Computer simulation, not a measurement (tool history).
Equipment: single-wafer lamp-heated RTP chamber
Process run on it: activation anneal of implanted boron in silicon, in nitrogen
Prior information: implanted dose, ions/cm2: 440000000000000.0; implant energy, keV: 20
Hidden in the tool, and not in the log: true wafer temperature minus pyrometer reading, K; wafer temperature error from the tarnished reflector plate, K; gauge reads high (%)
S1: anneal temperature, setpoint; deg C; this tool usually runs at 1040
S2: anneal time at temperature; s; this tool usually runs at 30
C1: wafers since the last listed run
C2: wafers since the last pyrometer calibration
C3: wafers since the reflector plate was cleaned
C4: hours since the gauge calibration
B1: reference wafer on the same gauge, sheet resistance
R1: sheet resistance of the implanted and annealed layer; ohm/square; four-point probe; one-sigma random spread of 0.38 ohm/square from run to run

Run 1, day 0.000: usual settings but S1 1025 deg C, S2 24 s; C1 0; C2 2815; C3 6977; C4 1002.5; B1 207.23. Result: R1 257.40 ohm/square.
Run 2, day 3.508: usual settings but S1 1025 deg C, S2 24 s; C1 1121; C2 3936; C3 8098; C4 1086.7; B1 207.26. Result: R1 257.19 ohm/square.
Run 3, day 6.396: usual settings but S1 1028 deg C; C1 922; C2 4859; C3 9021; C4 1156.0; B1 207.45. Result: R1 256.15 ohm/square.
At day 6.967: reflector plate cleaned.
Run 4, day 8.292: usual settings but S1 1028 deg C; C1 499; C2 5358; C3 423; C4 1201.5; B1 207.70. Result: R1 256.16 ohm/square.
Run 5, day 11.338: usual settings; C1 973; C2 6332; C3 1397; C4 1274.6; B1 207.79. Result: R1 255.36 ohm/square.
Run 6, day 13.188: usual settings; C1 591; C2 6923; C3 1988; C4 1319.0; B1 207.89. Result: R1 255.36 ohm/square.
Run 7, day 16.175: usual settings but S1 1063 deg C; C1 954; C2 7878; C3 2943; C4 1390.7; B1 208.29. Result: R1 253.67 ohm/square.
Run 8, day 18.612: usual settings; C1 779; C2 8657; C3 3722; C4 1449.2; B1 208.28. Result: R1 255.52 ohm/square.
At day 19.242: pyrometer window cleaned and pyrometer calibrated.
Run 9, day 22.804: usual settings; C1 1233; C2 1138; C3 4956; C4 1549.8; B1 208.63. Result: R1 256.01 ohm/square.
Run 10, day 26.129: usual settings; C1 1062; C2 2200; C3 6018; C4 1629.6; B1 208.95. Result: R1 256.68 ohm/square.
Run 11, day 28.050: usual settings; C1 613; C2 2814; C3 6632; C4 1675.7; B1 209.13. Result: R1 257.02 ohm/square.
At day 30.479: gauge calibrated.
Run 12, day 30.788: usual settings; C1 874; C2 3689; C3 7507; C4 7.4; B1 205.81. Result: R1 252.79 ohm/square.
At day 34.825: reflector plate cleaned.
Run 13, day 43.558: usual settings but S2 37 s; C1 3975; C2 7665; C3 2791; C4 313.9; B1 206.06. Result: R1 251.94 ohm/square.
Run 14, day 49.279: usual settings but S2 37 s; C1 1828; C2 9493; C3 4620; C4 451.2; B1 206.02. Result: R1 252.31 ohm/square.
At day 50.808: pyrometer window cleaned and pyrometer calibrated.
Run 15, day 51.700: usual settings but S1 1030 deg C; C1 667; C2 284; C3 5287; C4 509.3; B1 206.27. Result: R1 254.15 ohm/square.
Run 16, day 54.362: usual settings but S1 1053 deg C; C1 851; C2 1135; C3 6138; C4 573.2; B1 206.20. Result: R1 252.77 ohm/square.
At day 61.642: reflector plate cleaned.
Run 17, day 63.429: usual settings but S1 1050 deg C, S2 24 s; C1 2791; C2 3927; C3 571; C4 790.8; B1 206.42. Result: R1 252.61 ohm/square.
Run 18, day 65.796: usual settings but S1 1060 deg C; C1 756; C2 4683; C3 1327; C4 847.6; B1 206.79. Result: R1 252.12 ohm/square.
Run 19, day 69.121: usual settings but S1 1055 deg C, S2 21 s; C1 1062; C2 5746; C3 2390; C4 927.4; B1 206.70. Result: R1 254.09 ohm/square.

For run 20, what comes out?
Run 20, day 72.267: usual settings but S1 1066 deg C, S2 25 s; C1 1005; C2 6752; C3 3395; C4 1002.9; B1 ?. Result: R1 ?.

{"run 20": {"B1": 206.88, "R1": 252.47}}
Take away the tool's hidden state, keep the run-to-run variation as it was, and the same run would have given R1 251.31 ohm/square.
